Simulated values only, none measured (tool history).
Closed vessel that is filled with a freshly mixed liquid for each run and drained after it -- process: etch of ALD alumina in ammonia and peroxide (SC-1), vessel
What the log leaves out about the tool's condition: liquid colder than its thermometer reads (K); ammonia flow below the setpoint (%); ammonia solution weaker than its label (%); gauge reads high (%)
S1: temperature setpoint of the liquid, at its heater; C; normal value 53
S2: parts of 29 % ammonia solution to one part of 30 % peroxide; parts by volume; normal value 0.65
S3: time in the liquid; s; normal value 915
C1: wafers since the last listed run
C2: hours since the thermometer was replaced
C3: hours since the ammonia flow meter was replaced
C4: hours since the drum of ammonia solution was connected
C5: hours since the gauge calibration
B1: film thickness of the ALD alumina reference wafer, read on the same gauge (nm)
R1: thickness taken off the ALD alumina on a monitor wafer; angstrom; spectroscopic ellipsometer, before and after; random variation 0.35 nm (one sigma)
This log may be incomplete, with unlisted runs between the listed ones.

run	hour	S1	S2	S3	C1	C2	C3	C4	C5	B1	R1
1	0	53	0.65	915	0	1726.4	1211.7	163.4	700.6	89.98	674.5
2	32.4	53	0.65	915	1324	1758.8	1244.1	195.8	733	90.03	669.9
3	48	53	0.8	915	637	1774.4	1259.7	211.4	748.6	90.01	686.7
4	77.6	53	0.65	915	1209	1804	1289.3	241	778.2	90	668.6
# hour 82.1: gauge calibrated
# hour 85.8: thermometer replaced
5	104.6	53	0.65	915	1062	18.8	1316.3	268	22.5	90	664.3
6	132.9	53	0.65	915	1156	47.1	1344.6	296.3	50.8	89.98	670.8
7	163.6	53	0.65	915	1254	77.8	1375.3	327	81.5	90.01	668.3
8	182.9	46	0.65	915	788	97.1	1394.6	346.3	100.8	90	455.2
9	200.8	46	0.65	915	731	115	1412.5	364.2	118.7	89.99	453.7
10	226.3	53	0.45	1405	1042	140.5	1438	389.7	144.2	90	988
11	261.5	47	0.65	915	1438	175.7	1473.2	424.9	179.4	89.97	480.7
12	295.2	62.5	0.75	365	1377	209.4	1506.9	458.6	213.1	90	439.7
13	316.7	53	0.9	915	878	230.9	1528.4	480.1	234.6	90.01	700.5
14	342.4	46.5	0.85	455	1050	256.6	1554.1	505.8	260.3	90	239.6
15	360.9	43.5	0.85	915	756	275.1	1572.6	524.3	278.8	90.01	404.1
16	373.9	53	0.85	915	531	288.1	1585.6	537.3	291.8	89.99	687.4
17	405	53	0.55	1125	1271	319.2	1616.7	568.4	322.9	90	807.5
18	438.5	59	0.65	915	1369	352.7	1650.2	601.9	356.4	90.01	919.8
19	473.2	53	0.65	915	1418	387.4	1684.9	636.6	391.1	89.98	671.8
# hour 486.8: new drum of ammonia solution connected
# hour 501: ammonia flow meter replaced
20	501.4	53	0.65	1445	1070	415.6	0.4	14.6	419.3	89.98	1068.7
21	534.5	53	0.65	1215	1352	448.7	33.5	47.7	452.4	90.01	889
22	561.6	53	0.65	915	1107	475.8	60.6	74.8	479.5	89.98	673.8
23	580.7	53	0.65	1235	780	494.9	79.7	93.9	498.6	90.01	901.6
24	678	47.5	0.85	500	3977	592.2	177	191.2	595.9	90	277.6
25	703.8	53	0.65	915	1054	618	202.8	217	621.7	90.02	671.7
26	793.4	53	0.65	915	3662	707.6	292.4	306.6	711.3	89.99	676.2
27	824.7	53	0.75	915	1279	738.9	323.7	337.9	742.6	90.01	673.2
# hour 826.3: gauge calibrated
28	846.2	45.5	0.65	915	878	760.4	345.2	359.4	19.9	90	446.5
29	863.8	57	0.55	915	719	778	362.8	377	37.5	90	818

Consider 4 possible next runs. They are alternatives, not a sequence: every one starts from the tool as it was left by run 29. What does each give?
A	864.7	49	0.65	915	36	778.9	363.7	377.9	38.4	?	?
B	864.7	53	0.65	700	36	778.9	363.7	377.9	38.4	?	?
C	864.7	47.5	0.95	730	36	778.9	363.7	377.9	38.4	?	?
D	864.7	53	0.65	1460	36	778.9	363.7	377.9	38.4	?	?

run	B1	R1
A	89.99	543.3
B	89.99	517.1
C	89.99	413.4
D	89.99	1078.6
With the hidden condition removed and each run's random variation left untouched, the same runs would have given:
run	R1
A	543.3
B	517.1
C	413.4
D	1078.6
